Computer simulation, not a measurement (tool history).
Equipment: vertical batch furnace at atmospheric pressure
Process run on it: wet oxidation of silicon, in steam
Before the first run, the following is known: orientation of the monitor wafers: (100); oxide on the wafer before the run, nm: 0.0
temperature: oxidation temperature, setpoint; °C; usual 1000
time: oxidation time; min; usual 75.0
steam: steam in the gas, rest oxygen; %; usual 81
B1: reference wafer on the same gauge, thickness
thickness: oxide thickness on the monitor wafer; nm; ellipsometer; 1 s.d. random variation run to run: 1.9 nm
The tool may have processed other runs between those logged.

{"run": 1, "hour": 0.0, "temperature": 1000, "time": 75.0, "steam": 81, "B1": 429.07, "thickness": 437.2}
{"run": 2, "hour": 67.7, "temperature": 1000, "time": 75.0, "steam": 81, "B1": 429.17, "thickness": 430.18}
{"run": 3, "hour": 284.1, "temperature": 989, "time": 75.0, "steam": 81, "B1": 429.26, "thickness": 401.25}
{"run": 4, "hour": 321.6, "temperature": 989, "time": 75.0, "steam": 81, "B1": 429.9, "thickness": 398.42}
{"hour": 378.2, "done": "steam generator serviced"}
{"run": 5, "hour": 395.7, "temperature": 989, "time": 75.0, "steam": 81, "B1": 429.13, "thickness": 397.71}
{"run": 6, "hour": 488.0, "temperature": 1000, "time": 75.0, "steam": 81, "B1": 428.97, "thickness": 434.25}
{"run": 7, "hour": 573.7, "temperature": 1000, "time": 75.0, "steam": 81, "B1": 428.78, "thickness": 435.33}
{"run": 8, "hour": 667.3, "temperature": 1000, "time": 75.0, "steam": 81, "B1": 428.97, "thickness": 432.34}
{"run": 9, "hour": 751.9, "temperature": 1000, "time": 51.5, "steam": 81, "B1": 429.22, "thickness": 332.62}
{"run": 10, "hour": 827.1, "temperature": 1000, "time": 51.5, "steam": 81, "B1": 429.15, "thickness": 333.88}
{"run": 11, "hour": 871.1, "temperature": 1000, "time": 51.5, "steam": 81, "B1": 428.89, "thickness": 335.79}
{"run": 12, "hour": 940.5, "temperature": 1000, "time": 75.0, "steam": 81, "B1": 429.47, "thickness": 434.3}
{"run": 13, "hour": 995.2, "temperature": 1000, "time": 75.0, "steam": 81, "B1": 429.15, "thickness": 434.63}
{"run": 14, "hour": 1089.5, "temperature": 1000, "time": 75.0, "steam": 81, "B1": 429.39, "thickness": 432.6}
{"run": 15, "hour": 1136.1, "temperature": 1018, "time": 75.0, "steam": 81, "B1": 428.73, "thickness": 488.43}
{"run": 16, "hour": 1227.0, "temperature": 1000, "time": 75.0, "steam": 85, "B1": 429.94, "thickness": 450.42}
{"run": 17, "hour": 1300.7, "temperature": 1000, "time": 75.0, "steam": 85, "B1": 428.78, "thickness": 453.11}
{"run": 18, "hour": 1386.5, "temperature": 982, "time": 98.0, "steam": 81, "B1": 428.26, "thickness": 459.56}
{"run": 19, "hour": 1485.8, "temperature": 1023, "time": 94.0, "steam": 76, "B1": 429.07, "thickness": 561.2}
{"run": 20, "hour": 1537.7, "temperature": 1016, "time": 89.0, "steam": 87, "B1": 429.18, "thickness": 563.78}
{"run": 21, "hour": 1599.3, "temperature": 1015, "time": 98.0, "steam": 81, "B1": 429.79, "thickness": 572.65}
{"run": 22, "hour": 1652.1, "temperature": 1024, "time": 41.0, "steam": 72, "B1": 428.62, "thickness": 316.46}
{"hour": 1681.4, "done": "gauge calibrated"}
{"run": 23, "hour": 1716.3, "temperature": 1020, "time": 75.0, "steam": 70, "B1": 429.18, "thickness": 451.35}
{"hour": 1792.7, "done": "thermocouples replaced and temperature profile calibrated"}
{"run": 24, "hour": 1882.9, "temperature": 1000, "time": 75.0, "steam": 88, "B1": 429.43, "thickness": 458.38}
{"run": 25, "hour": 1990.5, "temperature": 987, "time": 92.0, "steam": 91, "B1": 428.25, "thickness": 489.87}
{"run": 26, "hour": 2087.0, "temperature": 991, "time": 75.0, "steam": 78, "B1": 428.49, "thickness": 394.05}
{"hour": 2170.6, "done": "steam generator serviced"}
{"run": 27, "hour": 2171.1, "temperature": 1000, "time": 75.0, "steam": 81, "B1": 428.87, "thickness": 436.92}
{"run": 28, "hour": 2189.7, "temperature": 1000, "time": 75.0, "steam": 81, "B1": 429.5, "thickness": 433.47}
{"run": 29, "hour": 2295.6, "temperature": 980, "time": 65.5, "steam": 74, "B1": 429.37, "thickness": 314.96}
{"run": 30, "hour": 2362.5, "temperature": 1008, "time": 110.0, "steam": 77, "B1": 428.32, "thickness": 569.53}
{"run": 31, "hour": 2446.5, "temperature": 1000, "time": 75.0, "steam": 81, "B1": 428.16, "thickness": 437.93}
{"run": 32, "hour": 2494.2, "temperature": 1000, "time": 95.0, "steam": 85, "B1": 428.97, "thickness": 524.56}
{"run": 33, "hour": 2577.6, "temperature": 1000, "time": 75.0, "steam": 81, "B1": 428.86, "thickness": 432.57}
{"run": 34, "hour": 2675.4, "temperature": 1000, "time": 75.0, "steam": 81, "B1": 429.31, "thickness": 434.25}
{"run": 35, "hour": 2782.0, "temperature": 1000, "time": 75.0, "steam": 81, "B1": 428.6, "thickness": 433.4}
{"run": 36, "hour": 2848.0, "temperature": 980, "time": 65.5, "steam": 72, "B1": 429.24, "thickness": 310.32}
{"run": 37, "hour": 2928.2, "temperature": 1010, "time": 75.0, "steam": 84, "B1": 428.83, "thickness": 477.35}

Here are 3 independent what-if runs from the current tool condition. What would each one return?
{"run": "A", "hour": 2933.0, "temperature": 1000, "time": 75.0, "steam": 81, "B1": "?", "thickness": "?"}
{"run": "B", "hour": 2933.0, "temperature": 988, "time": 75.0, "steam": 81, "B1": "?", "thickness": "?"}
{"run": "C", "hour": 2933.0, "temperature": 1011, "time": 84.5, "steam": 81, "B1": "?", "thickness": "?"}

run=A B1=428.51 thickness=429.93
run=B B1=428.51 thickness=393.30
run=C B1=428.51 thickness=501.32
Had the tool no hidden state, the same runs would have come out as:
run=A thickness=429.93
run=B thickness=393.30
run=C thickness=501.32
